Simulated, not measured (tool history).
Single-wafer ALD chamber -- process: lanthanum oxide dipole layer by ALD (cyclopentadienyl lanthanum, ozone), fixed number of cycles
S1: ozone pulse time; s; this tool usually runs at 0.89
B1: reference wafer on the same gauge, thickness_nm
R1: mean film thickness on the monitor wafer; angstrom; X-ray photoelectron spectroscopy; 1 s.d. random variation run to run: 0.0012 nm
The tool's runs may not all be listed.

run,day,S1,B1,R1
1,0.000,1.03,0.443,4.71
2,0.288,1.03,0.443,4.69
3,0.558,1.03,0.443,4.72
4,0.846,0.89,0.443,4.46
5,1.479,0.65,0.443,3.94
6,1.879,0.69,0.443,4.05
7,2.379,0.66,0.443,3.95
8,4.512,0.89,0.443,4.42
9,5.146,0.89,0.443,4.42
10,5.696,0.89,0.443,4.40
11,6.246,0.64,0.443,3.84
12,7.096,0.89,0.443,4.37
13,7.296,0.89,0.443,4.36
14,7.900,1.10,0.443,4.68
15,8.608,0.89,0.443,4.74
16,8.975,0.89,0.442,4.75
17,9.592,0.89,0.443,4.72
18,10.342,0.89,0.443,4.71
19,10.729,0.79,0.442,4.55
20,11.171,1.23,0.443,5.15
21,11.742,1.19,0.443,5.09
22,12.300,0.57,0.444,4.04
23,12.717,0.78,0.443,4.54
24,13.100,0.89,0.443,4.73
25,14.421,1.22,0.443,5.14
26,15.012,1.24,0.443,5.13
27,15.367,1.01,0.443,4.89
28,16.008,1.21,0.443,5.11
29,16.383,0.89,0.443,4.71
30,17.062,1.13,0.443,5.05
31,17.367,1.15,0.443,5.08
32,17.721,1.11,0.443,5.00
33,18.304,1.04,0.443,4.92
34,18.812,0.56,0.444,3.99

Withheld: 5 entries from between the runs. Position of each, and hidden state at the listed run before versus the listed run after:
After run 3, before run 4: gauge calibrated (day 0.767)
  ozone dose above that of a generator just serviced (%): -16.3 -> -16.6
  measured value less the no-hidden-state value, R1: -0.24 -> -0.27 angstrom
After run 11, before run 12: thermocouple changed; heater temperature recalibrated (day 7.075)
  ozone dose above that of a generator just serviced (%): -21.4 -> -22.2
  measured value less the no-hidden-state value, R1: -0.41 -> -0.38 angstrom
After run 14, before run 15: ozone generator serviced (day 8.312); showerhead replaced (day 8.500)
  ozone dose above that of a generator just serviced (%): -23 -> -1.32
  measured value less the no-hidden-state value, R1: -0.35 -> -0.02 angstrom
After run 19, before run 20: gauge calibrated (day 10.858)
  ozone dose above that of a generator just serviced (%): -1.39 -> -1.41
  measured value less the no-hidden-state value, R1: -0.02 -> -0.02 angstrom
